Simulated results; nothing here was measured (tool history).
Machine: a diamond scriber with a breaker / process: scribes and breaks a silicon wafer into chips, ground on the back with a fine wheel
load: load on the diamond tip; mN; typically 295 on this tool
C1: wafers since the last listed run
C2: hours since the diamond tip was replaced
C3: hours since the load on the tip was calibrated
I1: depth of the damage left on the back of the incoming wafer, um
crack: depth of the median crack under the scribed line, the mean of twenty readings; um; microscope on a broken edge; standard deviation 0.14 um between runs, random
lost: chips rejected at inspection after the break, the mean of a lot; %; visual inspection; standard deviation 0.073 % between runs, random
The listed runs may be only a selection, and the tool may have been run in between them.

Run 1, day 0.000: usual settings; C1 0; C2 629.2; C3 46.8; I1 2.45. Result: crack 8.19 um, lost 4.21 %.
Run 2, day 3.842: usual settings but load 361 mN; C1 209; C2 721.4; C3 139.0; I1 2.05. Result: crack 9.60 um, lost 1.55 %.
Run 3, day 7.708: usual settings but load 345 mN; C1 210; C2 814.2; C3 231.8; I1 1.85. Result: crack 8.71 um, lost 1.51 %.
Run 4, day 9.896: usual settings but load 345 mN; C1 119; C2 866.7; C3 284.3; I1 2.97. Result: crack 8.94 um, lost 4.02 %.
At day 11.025: diamond tip replaced by a new one.
Run 5, day 11.533: usual settings but load 252 mN; C1 84; C2 12.2; C3 323.6; I1 2.30. Result: crack 7.13 um, lost 10.90 %.
Run 6, day 14.492: usual settings but load 252 mN; C1 161; C2 83.2; C3 394.6; I1 2.21. Result: crack 6.78 um, lost 12.18 %.
Run 7, day 16.738: usual settings; C1 122; C2 137.1; C3 448.5; I1 1.88. Result: crack 7.86 um, lost 4.60 %.
Run 8, day 21.196: usual settings; C1 242; C2 244.1; C3 555.5; I1 1.67. Result: crack 7.36 um, lost 5.52 %.
Run 9, day 22.971: usual settings; C1 96; C2 286.7; C3 598.1; I1 2.63. Result: crack 7.43 um, lost 9.04 %.
Run 10, day 25.762: usual settings; C1 152; C2 353.7; C3 665.1; I1 1.54. Result: crack 7.59 um, lost 6.32 %.
Run 11, day 28.271: usual settings; C1 136; C2 413.9; C3 725.3; I1 1.68. Result: crack 7.33 um, lost 6.94 %.
Run 12, day 30.238: usual settings; C1 107; C2 461.1; C3 772.5; I1 2.09. Result: crack 7.35 um, lost 7.79 %.
At day 31.442: load on the tip recalibrated.
Run 13, day 33.004: usual settings; C1 146; C2 527.5; C3 37.5; I1 1.97. Result: crack 8.41 um, lost 2.78 %.
Run 14, day 34.912: usual settings but load 251 mN; C1 103; C2 573.3; C3 83.3; I1 2.39. Result: crack 6.84 um, lost 10.92 %.
Run 15, day 38.788: usual settings but load 277 mN; C1 211; C2 666.3; C3 176.3; I1 2.70. Result: crack 7.41 um, lost 10.09 %.
Run 16, day 42.083: usual settings but load 277 mN; C1 179; C2 745.4; C3 255.4; I1 1.64. Result: crack 7.01 um, lost 7.50 %.
Run 17, day 43.883: usual settings but load 277 mN; C1 98; C2 788.6; C3 298.6; I1 1.93. Result: crack 6.92 um, lost 8.92 %.
Run 18, day 46.192: usual settings but load 275 mN; C1 125; C2 844.0; C3 354.0; I1 2.64. Result: crack 6.97 um, lost 12.55 %.
Run 19, day 50.646: usual settings but load 275 mN; C1 242; C2 950.9; C3 460.9; I1 2.76. Result: crack 7.03 um, lost 14.09 %.
At day 51.821: diamond tip replaced by a new one.
Run 20, day 53.738: usual settings; C1 163; C2 46.0; C3 535.1; I1 2.98. Result: crack 7.92 um, lost 7.31 %.
Run 21, day 56.638: usual settings but load 234 mN; C1 157; C2 115.6; C3 604.7; I1 2.62. Result: crack 6.11 um, lost 20.72 %.
Run 22, day 59.804: usual settings but load 350 mN; C1 172; C2 191.6; C3 680.7; I1 2.86. Result: crack 8.96 um, lost 3.52 %.
At day 60.117: load on the tip recalibrated.
Run 23, day 64.054: usual settings but load 264 mN; C1 226; C2 293.6; C3 94.5; I1 2.97. Result: crack 7.66 um, lost 10.40 %.
Run 24, day 67.567: usual settings but load 250 mN; C1 191; C2 377.9; C3 178.8; I1 1.58. Result: crack 6.77 um, lost 10.64 %.
Run 25, day 71.300: usual settings but load 371 mN; C1 203; C2 467.5; C3 268.4; I1 1.53. Result: crack 9.54 um, lost 1.14 %.
Run 26, day 74.479: usual settings; C1 173; C2 543.8; C3 344.7; I1 2.85. Result: crack 7.60 um, lost 8.26 %.
Run 27, day 77.446: usual settings; C1 161; C2 615.0; C3 415.9; I1 1.74. Result: crack 7.48 um, lost 5.97 %.
Run 28, day 79.262: usual settings but load 370 mN; C1 98; C2 658.6; C3 459.5; I1 1.83. Result: crack 9.15 um, lost 1.38 %.
Run 29, day 81.529: usual settings but load 266 mN; C1 123; C2 713.0; C3 513.9; I1 1.96. Result: crack 6.76 um, lost 14.14 %.
At day 83.229: diamond tip replaced by a new one.
Run 30, day 83.462: usual settings but load 367 mN; C1 100; C2 5.6; C3 560.3; I1 2.91. Result: crack 9.68 um, lost 3.28 %.
Run 31, day 86.117: usual settings but load 344 mN; C1 144; C2 69.3; C3 624.0; I1 2.40. Result: crack 8.97 um, lost 2.46 %.
Run 32, day 87.967: usual settings but load 255 mN; C1 100; C2 113.7; C3 668.4; I1 1.54. Result: crack 6.79 um, lost 11.46 %.
At day 88.900: load on the tip recalibrated.
Run 33, day 92.033: usual settings; C1 216; C2 211.3; C3 75.2; I1 2.34. Result: crack 8.67 um, lost 3.19 %.
Run 34, day 95.192: usual settings but load 212 mN; C1 172; C2 287.1; C3 151.0; I1 3.00. Result: crack 5.93 um, lost 27.07 %.
Run 35, day 96.846: usual settings but load 381 mN; C1 90; C2 326.8; C3 190.7; I1 2.35. Result: crack 10.00 um, lost 2.53 %.
Run 36, day 99.688: usual settings but load 254 mN; C1 154; C2 395.0; C3 258.9; I1 1.56. Result: crack 6.84 um, lost 10.78 %.
Run 37, day 102.733: usual settings but load 366 mN; C1 165; C2 468.1; C3 332.0; I1 2.31. Result: crack 9.37 um, lost 1.87 %.
Run 38, day 105.967: usual settings but load 338 mN; C1 176; C2 545.7; C3 409.6; I1 2.72. Result: crack 8.46 um, lost 4.24 %.
Run 39, day 107.746: usual settings but load 329 mN; C1 96; C2 588.4; C3 452.3; I1 2.74. Result: crack 8.24 um, lost 5.26 %.
Run 40, day 111.350: usual settings; C1 196; C2 674.9; C3 538.8; I1 1.78. Result: crack 7.51 um, lost 7.28 %.

Run by run, hidden condition taken away, random variation retained:
Hidden state present: share of the diamond tip's cutting effectiveness lost through wear, %; deviation of the load on the tip from its setpoint, %.
run  crack   lost
  1   9.11   2.37
  2  11.13   4.41
  3  10.43   3.06
  4  10.84   4.31
  5   8.02   5.17
  6   7.87   4.79
  7   9.30   1.33
  8   8.98   1.14
  9   9.14   2.79
 10   9.45   1.04
 11   9.21   1.16
 12   9.28   1.58
 13   9.26   1.52
 14   7.70   5.25
 15   8.67   3.88
 16   8.41   1.59
 17   8.38   2.01
 18   8.54   3.68
 19   8.76   3.99
 20   9.10   3.75
 21   7.18   9.65
 22  10.74   4.70
 23   8.46   5.93
 24   7.78   3.98
 25  11.32   5.29
 26   9.20   3.03
 27   9.20   1.21
 28  11.32   5.32
 29   8.44   3.05
 30  11.15   6.04
 31  10.57   3.82
 32   8.10   3.23
 33   9.39   2.13
 34   6.69  17.46
 35  11.47   6.52
 36   8.05   3.35
 37  11.26   4.94
 38  10.36   3.90
 39  10.16   3.52
 40   9.38   1.35

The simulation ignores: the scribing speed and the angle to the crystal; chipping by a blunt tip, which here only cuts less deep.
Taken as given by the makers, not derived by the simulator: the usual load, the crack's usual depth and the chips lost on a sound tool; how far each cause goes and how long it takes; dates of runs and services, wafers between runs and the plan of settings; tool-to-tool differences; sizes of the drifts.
